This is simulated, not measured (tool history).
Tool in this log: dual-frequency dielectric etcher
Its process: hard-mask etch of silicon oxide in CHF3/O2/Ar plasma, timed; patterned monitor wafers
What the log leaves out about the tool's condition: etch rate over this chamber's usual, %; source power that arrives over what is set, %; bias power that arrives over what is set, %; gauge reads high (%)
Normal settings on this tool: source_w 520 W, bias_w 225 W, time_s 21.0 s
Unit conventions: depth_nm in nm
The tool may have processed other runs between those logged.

run     day  source_w  bias_w  time_s  wafers since the last listed run  hours since the last wet clean  hours since the last source power generator calibration  hours since the last bias power generator calibration  hours since the last upper electrode change  hours since the gauge calibration  read-back reference wafer on the same gauge, depth_nm  depth_nm
  1   0.000       470     225    21.0                                 0                           234.1                                                   1826.0                                                 2943.4                                       4221.3                              882.5                                                  37.50     39.20
  2   1.058       470     225    21.0                               439                           259.5                                                   1851.4                                                 2968.8                                       4246.7                              907.9                                                  37.50     39.18
  3   2.712       470     225    21.0                               687                           299.2                                                   1891.1                                                 3008.5                                       4286.4                              947.6                                                  37.48     39.19
  4   5.633       520     225    19.0                              1213                           369.3                                                   1961.2                                                 3078.6                                       4356.5                             1017.7                                                  37.53     37.91
  5   8.717       520     225    19.0                              1280                           443.3                                                   2035.2                                                 3152.6                                       4430.5                             1091.7                                                  37.50     37.85
  6  10.242       450     225    21.0                               633                           479.9                                                   2071.8                                                 3189.2                                       4467.1                             1128.3                                                  37.47     38.11
     11.871  -- wet clean of the chamber
  7  11.892       450     225    21.0                               269                             0.5                                                   2111.4                                                 3228.8                                       4506.7                             1167.9                                                  37.50     38.25
  8  14.242       450     225    21.0                               976                            56.9                                                   2167.8                                                 3285.2                                       4563.1                             1224.3                                                  37.49     38.19
  9  16.171       520     258    21.0                               801                           103.2                                                   2214.1                                                 3331.5                                       4609.4                             1270.6                                                  37.49     44.99
     17.312  -- source power generator calibrated
     17.650  -- gauge calibrated
 10  18.533       420     225    21.0                               912                           159.9                                                     29.3                                                 3388.2                                       4666.1                               21.2                                                  37.49     35.51
 11  19.979       420     225    21.0                               600                           194.6                                                     64.0                                                 3422.9                                       4700.8                               55.9                                                  37.49     35.49
 12  21.512       420     225    21.0                               636                           231.4                                                    100.8                                                 3459.7                                       4737.6                               92.7                                                  37.47     35.50
     22.454  -- bias power generator calibrated
 13  22.717       520     225    21.0                               430                           260.3                                                    129.7                                                    6.3                                       4766.5                              121.6                                                  37.51     40.74
     23.733  -- upper electrode replaced, of another model than before
 14  25.421       520     225    19.5                               707                           325.2                                                    194.6                                                   71.2                                         40.5                              186.5                                                  37.52     37.90
 15  27.575       520     268    21.0                               894                           376.9                                                    246.3                                                  122.9                                         92.2                              238.2                                                  37.51     45.91
 16  29.483       590     193    27.0                               792                           422.7                                                    292.1                                                  168.7                                        138.0                              284.0                                                  37.51     51.38
 17  31.083       580     280    17.0                               664                           461.1                                                    330.5                                                  207.1                                        176.4                              322.4                                                  37.51     41.23
 18  33.779       420     263    19.0                              1119                           525.8                                                    395.2                                                  271.8                                        241.1                              387.1                                                  37.48     34.31
 19  35.654       610     268    21.0                               778                           570.8                                                    440.2                                                  316.8                                        286.1                              432.1                                                  37.50     51.40
     36.700  -- wet clean of the chamber
 20  37.250       520     225    21.0                               247                            13.2                                                    478.5                                                  355.1                                        324.4                              470.4                                                  37.50     40.94
 21  38.517       520     225    21.0                               526                            43.6                                                    508.9                                                  385.5                                        354.8                              500.8                                                  37.50     40.95
 22  41.288       520     225    27.0                              1150                           110.1                                                    575.4                                                  452.0                                        421.3                              567.3                                                  37.50     52.91
 23  42.529       520     225    21.0                               515                           139.9                                                    605.2                                                  481.8                                        451.1                              597.1                                                  37.52     41.01
 24  44.442       470     242    14.5                               794                           185.8                                                    651.1                                                  527.7                                        497.0                              643.0                                                  37.52     27.51
 25  47.188       390     207    21.0                              1140                           251.7                                                    717.0                                                  593.6                                        562.9                              708.9                                                  37.50     29.58
 26  48.650       520     225    24.5                               607                           286.8                                                    752.1                                                  628.7                                        598.0                              744.0                                                  37.52     48.07
 27  51.254       520     225    21.0                              1081                           349.3                                                    814.6                                                  691.2                                        660.5                              806.5                                                  37.52     41.16
 28  52.479       590     205    16.0                               508                           378.7                                                    844.0                                                  720.6                                        689.9                              835.9                                                  37.49     32.17

Each run again, without the hidden state but with its own random variation kept:
run  depth_nm
  1     38.29
  2     38.26
  3     38.25
  4     36.96
  5     36.87
  6     37.12
  7     37.23
  8     37.15
  9     43.74
 10     35.55
 11     35.51
 12     35.50
 13     40.73
 14     37.85
 15     45.81
 16     51.22
 17     41.08
 18     34.15
 19     51.13
 20     40.69
 21     40.68
 22     52.50
 23     40.68
 24     27.27
 25     29.23
 26     47.56
 27     40.68
 28     31.77
